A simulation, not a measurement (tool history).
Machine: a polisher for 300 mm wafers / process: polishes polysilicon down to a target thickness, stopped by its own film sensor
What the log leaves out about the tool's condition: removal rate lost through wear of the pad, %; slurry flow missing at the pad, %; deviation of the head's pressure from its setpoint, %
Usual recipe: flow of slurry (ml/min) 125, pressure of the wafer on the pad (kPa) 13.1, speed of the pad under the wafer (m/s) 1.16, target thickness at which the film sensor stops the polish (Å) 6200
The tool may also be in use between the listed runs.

run     day  flow of slurry (ml/min)  pressure of the wafer on the pad (kPa)  speed of the pad under the wafer (m/s)  target thickness at which the film sensor stops the polish (Å)  wafers since the last listed run  wafers polished on this pad  hours since the slurry nozzle was cleaned  hours since the head pressure was calibrated  incoming thickness of the incoming film, nm  time until the film sensor stopped the polish (s)
  1   0.000                      125                                    13.1                                    1.16                                                            6200                                 0                         1142                                      507.4                                         286.7                                       1088.1                                               88.8
  2   1.708                      145                                    13.1                                    1.16                                                            6200                               299                         1441                                      548.4                                         327.7                                       1079.0                                               86.6
  3   3.796                      125                                    13.1                                    1.16                                                            6200                               365                         1807                                      598.5                                         377.8                                       1073.1                                               85.8
  4   5.708                      125                                    13.1                                    1.16                                                            6200                               335                         2142                                      644.4                                         423.7                                       1089.8                                               92.4
      8.179  -- head pressure recalibrated
  5   8.200                      125                                    13.1                                    1.16                                                            6200                               422                         2564                                      704.2                                           0.5                                       1113.9                                               98.6
      8.583  -- slurry nozzle cleaned
      9.479  -- worn pad replaced by a new one
  6   9.667                      125                                    13.1                                    1.16                                                            6200                               220                           32                                       26.0                                          35.7                                       1093.3                                               88.9
  7  10.767                      125                                    13.1                                    1.16                                                            6200                               192                          225                                       52.4                                          62.1                                       1092.8                                               88.7
  8  13.729                      125                                    13.1                                    1.16                                                            5620                               519                          744                                      123.5                                         133.2                                       1077.4                                               96.7
  9  16.033                      125                                    13.1                                    1.16                                                            5620                               403                         1148                                      178.8                                         188.5                                       1070.0                                               96.5
 10  18.471                      125                                    13.1                                    1.16                                                            5620                               427                         1575                                      237.3                                         247.0                                       1089.4                                              102.3
 11  21.175                      125                                    13.1                                    1.16                                                            6200                               473                         2049                                      302.2                                         311.9                                       1085.1                                               90.9
 12  23.292                      125                                    13.1                                    1.16                                                            6200                               370                         2420                                      353.0                                         362.7                                       1092.9                                               96.1
     25.042  -- worn pad replaced by a new one
 13  25.158                      125                                    13.1                                    1.16                                                            6200                               297                           20                                      397.8                                         407.5                                       1102.8                                               91.9
 14  28.117                      125                                    13.1                                    1.16                                                            6200                               518                          538                                      468.8                                         478.5                                       1094.1                                               90.3
     28.342  -- head pressure recalibrated
 15  29.221                      125                                    13.1                                    1.16                                                            6200                               178                          717                                      495.3                                          21.1                                       1089.8                                               90.1
 16  30.546                      125                                    13.1                                    1.06                                                            5120                               232                          949                                      527.1                                          52.9                                       1083.4                                              117.0
 17  33.271                      110                                    13.1                                    1.16                                                            6200                               477                         1427                                      592.5                                         118.3                                       1091.7                                               92.9
 18  36.204                      110                                    13.1                                    1.16                                                            6200                               514                         1941                                      662.9                                         188.7                                       1078.0                                               92.4
     38.771  -- worn pad replaced by a new one
 19  39.188                       95                                     9.0                                    1.16                                                            5060                               493                           73                                      734.5                                         260.3                                       1105.1                                              168.1
 20  41.575                      165                                     9.0                                    1.44                                                            5400                               418                          491                                      791.8                                         317.6                                       1075.4                                              118.3
 21  42.608                      125                                    13.1                                    1.32                                                            5010                               181                          672                                      816.6                                         342.4                                       1095.1                                              102.6
     43.762  -- slurry nozzle cleaned
 22  43.979                       95                                     9.7                                    0.90                                                            4890                               232                          905                                        5.2                                         375.3                                       1094.5                                              193.3
 23  46.821                      125                                    17.2                                    1.16                                                            6700                               498                         1403                                       73.4                                         443.5                                       1090.7                                               61.2
 24  48.346                       95                                     9.7                                    0.90                                                            4890                               267                         1670                                      110.0                                         480.1                                       1087.1                                              193.5
     49.879  -- head pressure recalibrated
 25  50.488                      125                                     9.7                                    1.36                                                            6200                               360                         2031                                      161.4                                          14.6                                       1084.4                                              107.8
 26  52.621                      125                                    13.1                                    1.16                                                            6200                               373                         2405                                      212.6                                          65.8                                       1084.3                                               91.9
 27  53.796                      125                                    13.1                                    1.16                                                            4570                               205                         2611                                      240.8                                          94.0                                       1107.3                                              131.6
     54.896  -- worn pad replaced by a new one
 28  55.475                      125                                    13.1                                    0.98                                                            7100                               265                          101                                      281.1                                         134.3                                       1080.9                                               79.0
 29  56.871                      125                                    13.1                                    1.02                                                            6200                               244                          345                                      314.6                                         167.8                                       1085.5                                               95.0
 30  58.396                       95                                    14.5                                    1.52                                                            7110                               267                          613                                      351.2                                         204.4                                       1074.2                                               52.0
 31  61.204                      125                                    13.1                                    1.16                                                            6200                               492                         1105                                      418.6                                         271.8                                       1090.6                                               88.0
 32  62.567                      125                                     8.3                                    1.28                                                            6200                               238                         1344                                      451.3                                         304.5                                       1108.8                                              135.6
 33  63.588                      125                                    13.1                                    1.16                                                            6200                               178                         1523                                      475.8                                         329.0                                       1091.4                                               90.9
 34  64.871                       95                                    13.1                                    1.00                                                            6200                               224                         1747                                      506.6                                         359.8                                       1087.7                                              106.4
 35  66.150                      125                                     9.0                                    1.16                                                            6200                               224                         1972                                      537.3                                         390.5                                       1106.8                                              138.1
 36  67.875                      150                                     9.7                                    0.76                                                            5040                               302                         2274                                      578.7                                         431.9                                       1093.2                                              207.3
     68.417  -- worn pad replaced by a new one
 37  69.783                       90                                    13.1                                    0.96                                                            7070                               305                          239                                      624.5                                         477.7                                       1098.9                                               88.9

4 ways to go on from here, each from the tool as it stands after run 37. What would each give?
  A  69.804                      125                                     8.3                                    1.16                                                            6200                                 3                          243                                      625.0                                         478.2                                       1099.3                                                  ?
  B  69.804                       95                                     9.7                                    1.16                                                            5400                                 3                          243                                      625.0                                         478.2                                       1099.3                                                  ?
  C  69.804                      125                                    13.1                                    1.16                                                            5090                                 3                          243                                      625.0                                         478.2                                       1099.3                                                  ?
  D  69.804                      160                                     9.7                                    0.98                                                            6200                                 3                          243                                      625.0                                         478.2                                       1099.3                                                  ?

run  time until the film sensor stopped the polish (s)
  A                                              142.0
  B                                              148.3
  C                                              111.6
  D                                              134.3
Stripped of hidden state, with their random variation kept, the same runs would have yielded:
run  time until the film sensor stopped the polish (s)
  A                                              141.6
  B                                              147.9
  C                                              111.3
  D                                              133.9
